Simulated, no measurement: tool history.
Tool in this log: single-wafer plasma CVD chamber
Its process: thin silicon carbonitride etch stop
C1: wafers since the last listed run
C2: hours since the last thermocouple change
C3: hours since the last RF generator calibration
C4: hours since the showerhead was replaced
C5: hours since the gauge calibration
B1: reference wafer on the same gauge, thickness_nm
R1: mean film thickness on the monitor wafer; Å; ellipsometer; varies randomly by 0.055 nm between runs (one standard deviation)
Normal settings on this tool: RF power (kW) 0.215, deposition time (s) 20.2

Run 1, hour 0: usual settings but RF power (kW) 0.245; C1 0; C2 1157.2; C3 722.6; C4 4537.3; C5 1118.5; B1 12.699. Result: R1 124.02 Å.
Run 2, hour 46: usual settings; C1 1471; C2 1203.2; C3 768.6; C4 4583.3; C5 1164.5; B1 12.708. Result: R1 117.9 Å.
At hour 112.8: gauge calibrated.
Run 3, hour 133.1: usual settings; C1 2786; C2 1290.3; C3 855.7; C4 4670.4; C5 20.3; B1 12.697. Result: R1 119.01 Å.
Run 4, hour 201.4: usual settings; C1 2184; C2 1358.6; C3 924; C4 4738.7; C5 88.6; B1 12.708. Result: R1 118.11 Å.
Run 5, hour 284.9: usual settings but RF power (kW) 0.2; C1 2671; C2 1442.1; C3 1007.5; C4 4822.2; C5 172.1; B1 12.704. Result: R1 115.6 Å.
At hour 334.1: thermocouple changed; heater temperature recalibrated.
Run 6, hour 373.9: usual settings but RF power (kW) 0.2; C1 2591; C2 39.8; C3 1096.5; C4 4911.2; C5 261.1; B1 12.709. Result: R1 115.63 Å.
Run 7, hour 433.3: usual settings but RF power (kW) 0.2; C1 1900; C2 99.2; C3 1155.9; C4 4970.6; C5 320.5; B1 12.702. Result: R1 114.97 Å.
Run 8, hour 536.6: usual settings but RF power (kW) 0.195; C1 3304; C2 202.5; C3 1259.2; C4 5073.9; C5 423.8; B1 12.71. Result: R1 114.17 Å.
Run 9, hour 609.1: usual settings but RF power (kW) 0.245, deposition time (s) 19.4; C1 2319; C2 275; C3 1331.7; C4 5146.4; C5 496.3; B1 12.682. Result: R1 118.8 Å.
Run 10, hour 709.6: usual settings but RF power (kW) 0.245, deposition time (s) 19.4; C1 3215; C2 375.5; C3 1432.2; C4 5246.9; C5 596.8; B1 12.71. Result: R1 119.79 Å.
Run 11, hour 763.6: usual settings but RF power (kW) 0.245, deposition time (s) 19.4; C1 1727; C2 429.5; C3 1486.2; C4 5300.9; C5 650.8; B1 12.7. Result: R1 119.53 Å.
Run 12, hour 846.2: usual settings; C1 2642; C2 512.1; C3 1568.8; C4 5383.5; C5 733.4; B1 12.709. Result: R1 117.34 Å.
At hour 861.7: showerhead replaced.
Run 13, hour 934.3: usual settings; C1 2562; C2 600.2; C3 1656.9; C4 72.6; C5 821.5; B1 12.705. Result: R1 118.85 Å.
Run 14, hour 1023.9: usual settings; C1 2866; C2 689.8; C3 1746.5; C4 162.2; C5 911.1; B1 12.709. Result: R1 117.55 Å.
Run 15, hour 1085.5: usual settings but deposition time (s) 19.1; C1 1970; C2 751.4; C3 1808.1; C4 223.8; C5 972.7; B1 12.694. Result: R1 111.9 Å.
Run 16, hour 1126.1: usual settings but deposition time (s) 19.1; C1 1298; C2 792; C3 1848.7; C4 264.4; C5 1013.3; B1 12.7. Result: R1 111.12 Å.
Run 17, hour 1190.3: usual settings but deposition time (s) 19.1; C1 2053; C2 856.2; C3 1912.9; C4 328.6; C5 1077.5; B1 12.711. Result: R1 112.12 Å.
Run 18, hour 1289.1: usual settings but deposition time (s) 19; C1 3160; C2 955; C3 2011.7; C4 427.4; C5 1176.3; B1 12.703. Result: R1 111.15 Å.
At hour 1303.3: gauge calibrated.
Run 19, hour 1355.7: usual settings but RF power (kW) 0.235, deposition time (s) 21.5; C1 2130; C2 1021.6; C3 2078.3; C4 494; C5 52.4; B1 12.707. Result: R1 130.14 Å.
Run 20, hour 1408.8: usual settings; C1 1698; C2 1074.7; C3 2131.4; C4 547.1; C5 105.5; B1 12.701. Result: R1 117.14 Å.
Run 21, hour 1457.3: usual settings but RF power (kW) 0.24, deposition time (s) 17.1; C1 1551; C2 1123.2; C3 2179.9; C4 595.6; C5 154; B1 12.705. Result: R1 104.83 Å.
At hour 1505.3: RF generator calibrated.
Run 22, hour 1533.4: usual settings but RF power (kW) 0.235, deposition time (s) 21.4; C1 2178; C2 1199.3; C3 28.1; C4 671.7; C5 230.1; B1 12.7. Result: R1 126.93 Å.
Run 23, hour 1636.8: usual settings but RF power (kW) 0.25, deposition time (s) 16.5; C1 3307; C2 1302.7; C3 131.5; C4 775.1; C5 333.5; B1 12.701. Result: R1 99.65 Å.
At hour 1713.5: thermocouple changed; heater temperature recalibrated.
Run 24, hour 1721.1: usual settings; C1 2440; C2 7.6; C3 215.8; C4 859.4; C5 417.8; B1 12.71. Result: R1 114.46 Å.
Run 25, hour 1809.9: usual settings but deposition time (s) 17.7; C1 2840; C2 96.4; C3 304.6; C4 948.2; C5 506.6; B1 12.688. Result: R1 101.41 Å.
Run 26, hour 1866.1: usual settings but RF power (kW) 0.24, deposition time (s) 23.3; C1 1797; C2 152.6; C3 360.8; C4 1004.4; C5 562.8; B1 12.706. Result: R1 139.01 Å.
Run 27, hour 1955.4: usual settings but RF power (kW) 0.18, deposition time (s) 21.7; C1 2856; C2 241.9; C3 450.1; C4 1093.7; C5 652.1; B1 12.702. Result: R1 115.85 Å.
At hour 1992.3: RF generator calibrated, repeated, since the last time left the tool worse.
Run 28, hour 2030.9: usual settings but RF power (kW) 0.235, deposition time (s) 16.9; C1 2159; C2 317.4; C3 38.6; C4 1169.2; C5 727.6; B1 12.696. Result: R1 103.56 Å.
Run 29, hour 2116.7: usual settings but RF power (kW) 0.245, deposition time (s) 23; C1 2744; C2 403.2; C3 124.4; C4 1255; C5 813.4; B1 12.683. Result: R1 143.56 Å.
Run 30, hour 2190.1: usual settings but RF power (kW) 0.195, deposition time (s) 22.4; C1 2348; C2 476.6; C3 197.8; C4 1328.4; C5 886.8; B1 12.707. Result: R1 126.79 Å.
Run 31, hour 2268.4: usual settings but RF power (kW) 0.235, deposition time (s) 24.1; C1 2504; C2 554.9; C3 276.1; C4 1406.7; C5 965.1; B1 12.687. Result: R1 146.6 Å.
Run 32, hour 2341.7: usual settings but RF power (kW) 0.23, deposition time (s) 24.1; C1 2344; C2 628.2; C3 349.4; C4 1480; C5 1038.4; B1 12.681. Result: R1 145.28 Å.
Run 33, hour 2496.8: usual settings but deposition time (s) 18.4; C1 4961; C2 783.3; C3 504.5; C4 1635.1; C5 1193.5; B1 12.703. Result: R1 108.86 Å.
At hour 2508.7: gauge calibrated.
Run 34, hour 2544.4: usual settings; C1 1522; C2 830.9; C3 552.1; C4 1682.7; C5 35.7; B1 12.706. Result: R1 119.51 Å.
Run 35, hour 2650.2: usual settings but RF power (kW) 0.19, deposition time (s) 18.8; C1 3384; C2 936.7; C3 657.9; C4 1788.5; C5 141.5; B1 12.703. Result: R1 105.85 Å.

Below are 4 alternative next runs, each starting from the tool's condition after run 35. Predict each:
Run A, hour 2650.6: usual settings but deposition time (s) 23.4; C1 12; C2 937.1; C3 658.3; C4 1788.9; C5 141.9; B1 ?. Result: R1 ?.
Run B, hour 2650.6: usual settings but RF power (kW) 0.235, deposition time (s) 22.4; C1 12; C2 937.1; C3 658.3; C4 1788.9; C5 141.9; B1 ?. Result: R1 ?.
Run C, hour 2650.6: usual settings but RF power (kW) 0.245, deposition time (s) 22.3; C1 12; C2 937.1; C3 658.3; C4 1788.9; C5 141.9; B1 ?. Result: R1 ?.
Run D, hour 2650.6: usual settings but RF power (kW) 0.195, deposition time (s) 16.4; C1 12; C2 937.1; C3 658.3; C4 1788.9; C5 141.9; B1 ?. Result: R1 ?.

run      B1      R1
  A  12.703  138.63
  B  12.703  137.27
  C  12.703   138.8
  D  12.703   93.53
With no hidden state in the tool, these same runs would have given:
run      R1
  A   140.4
  B  139.02
  C  140.57
  D   94.72

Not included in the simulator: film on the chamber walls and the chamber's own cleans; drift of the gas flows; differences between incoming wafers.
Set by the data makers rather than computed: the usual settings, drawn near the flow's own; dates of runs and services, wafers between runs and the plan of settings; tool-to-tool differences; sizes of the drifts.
